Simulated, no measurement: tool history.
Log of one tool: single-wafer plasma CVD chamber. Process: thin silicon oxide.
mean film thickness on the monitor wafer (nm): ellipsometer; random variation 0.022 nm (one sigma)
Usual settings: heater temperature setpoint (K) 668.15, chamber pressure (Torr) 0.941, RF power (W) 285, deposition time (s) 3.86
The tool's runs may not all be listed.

run	day	heater temperature setpoint (K)	chamber pressure (Torr)	RF power (W)	deposition time (s)	wafers since the last listed run	hours since the last thermocouple change	hours since the last RF generator calibration	hours since the last manometer calibration	hours since the showerhead was replaced	hours since the gauge calibration	read-back reference wafer on the same gauge, thickness_nm	mean film thickness on the monitor wafer (nm)
1	0	668.15	0.941	285	3.86	0	1765.4	1356.4	1548.1	5937.4	969.6	7.467	7.276
2	2.379	668.15	0.941	275	3.86	1672	1822.5	1413.5	1605.2	5994.5	1026.7	7.464	7.129
3	3.5	668.15	0.941	275	3.86	787	1849.4	1440.4	1632.1	6021.4	1053.6	7.47	7.16
4	4.925	668.15	0.941	275	3.86	1001	1883.6	1474.6	1666.3	6055.6	1087.8	7.473	7.161
5	6.783	668.15	1.054	285	3.86	1306	1928.2	1519.2	1710.9	6100.2	1132.4	7.472	7.948
6	8.829	668.15	1.054	285	3.86	1438	1977.3	1568.3	1760	6149.3	1181.5	7.472	7.939
7	10.454	668.15	1.054	285	3.86	1142	2016.3	1607.3	1799	6188.3	1220.5	7.469	7.995
8	12.9	677.15	1.09	285	3.86	1719	2075	1666	1857.7	6247	1279.2	7.468	8.088
9	14.992	677.15	1.09	285	3.86	1470	2125.2	1716.2	1907.9	6297.2	1329.4	7.472	8.125
10	17.921	677.15	1.09	285	3.86	2059	2195.5	1786.5	1978.2	6367.5	1399.7	7.472	8.071
11	19.879	680.15	0.941	285	3.86	1376	2242.5	1833.5	2025.2	6414.5	1446.7	7.471	7.12
# day 22.562: gauge calibrated
12	22.583	680.15	0.941	285	3.86	1900	2307.4	1898.4	2090.1	6479.4	0.5	7.472	7.13
# day 24.679: RF generator calibrated
# day 26.175: capacitance manometer re-zeroed and calibrated
13	30.808	680.15	0.941	285	3.86	5313	2504.8	147.1	111.2	6676.8	197.9	7.471	7.404
14	32.733	668.15	1.006	285	4.12	1353	2551	193.3	157.4	6723	244.1	7.473	8.432

Forecast run 15:
# day 33.771: showerhead replaced
# day 33.8: thermocouple changed; heater temperature recalibrated
15	35.483	662.15	1.033	330	4.6	1675	40.4	259.3	223.4	41.1	310.1	?	?

Run 15 gave read-back reference wafer on the same gauge, thickness_nm 7.469, mean film thickness on the monitor wafer (nm) 10.132.
Without the tool's hidden state the same run would have given mean film thickness on the monitor wafer (nm) 10.158.
